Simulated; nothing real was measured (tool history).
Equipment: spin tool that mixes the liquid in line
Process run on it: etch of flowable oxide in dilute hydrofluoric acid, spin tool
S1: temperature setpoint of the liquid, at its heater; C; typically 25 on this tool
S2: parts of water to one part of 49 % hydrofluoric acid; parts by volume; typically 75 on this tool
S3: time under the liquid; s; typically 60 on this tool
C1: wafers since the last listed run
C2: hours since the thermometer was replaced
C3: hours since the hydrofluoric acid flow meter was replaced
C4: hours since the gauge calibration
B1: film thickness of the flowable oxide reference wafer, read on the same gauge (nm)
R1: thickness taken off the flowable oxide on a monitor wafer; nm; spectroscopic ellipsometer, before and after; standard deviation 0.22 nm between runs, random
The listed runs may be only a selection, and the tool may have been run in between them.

run,day,S1,S2,S3,C1,C2,C3,C4,B1,R1
1,0,25,75,60,0,479.1,785.2,2248.1,120.03,36.89
2,2.883,25,75,60,817,548.3,854.4,2317.3,120.01,36.45
3,6.758,26.5,75,60,1098,641.3,947.4,2410.3,120.01,38.6
4,8.683,26.5,75,60,545,687.5,993.6,2456.5,120.02,38.42
5,11.425,26.5,75,60,777,753.3,1059.4,2522.3,119.99,37.8
6,14.488,25,75,60,868,826.8,1132.9,2595.8,119.98,35.69
7,18.388,25,75,60,1105,920.4,1226.5,2689.4,119.99,35.39
# day 22.071: thermometer replaced
8,22.242,25,75,60,1080,4.1,1319,2781.9,120,38.05
9,25.121,25,75,60,816,73.2,1388.1,2851,120.01,37.37
10,27.596,25,75,60,701,132.6,1447.5,2910.4,120,37.37
11,29.279,25,75,60,477,173,1487.9,2950.8,119.99,37.18
12,33.292,25,75,60,1137,269.3,1584.2,3047.1,120.04,37.1
13,35.417,25,75,60,602,320.3,1635.2,3098.1,120,36.91
14,38.042,25,75,60,744,383.3,1698.2,3161.1,120,37.16
15,40.146,25,75,60,596,433.8,1748.7,3211.6,120.01,36.86
# day 43.612: gauge calibrated
16,44.142,25,75,60,1132,529.7,1844.6,12.7,119.98,36.49
17,45.933,25,75,60,507,572.7,1887.6,55.7,120.02,36.37
18,50.021,25,50,70,1158,670.8,1985.7,153.8,119.98,64.97
19,52.362,21.5,110,60,663,727,2041.9,210,119.98,20.35
20,55.288,29,100,75,829,797.2,2112.1,280.2,119.99,38.07
# day 56.604: thermometer replaced
21,59.25,25,75,60,1111,63.5,2207.2,375.3,120,37.03
22,61.646,22,45,60,679,121,2264.7,432.8,119.98,57.28
23,65.779,21,100,60,1171,220.2,2363.9,532,120.03,22.73

Run 24, settings as shown, results not yet in. Your forecast:
24,67.558,25,75,60,504,262.9,2406.6,574.7,?,?

B1: 120
R1: 37.26 nm
The same run, on a tool lacking any hidden state, would have yielded R1 38.2 nm.
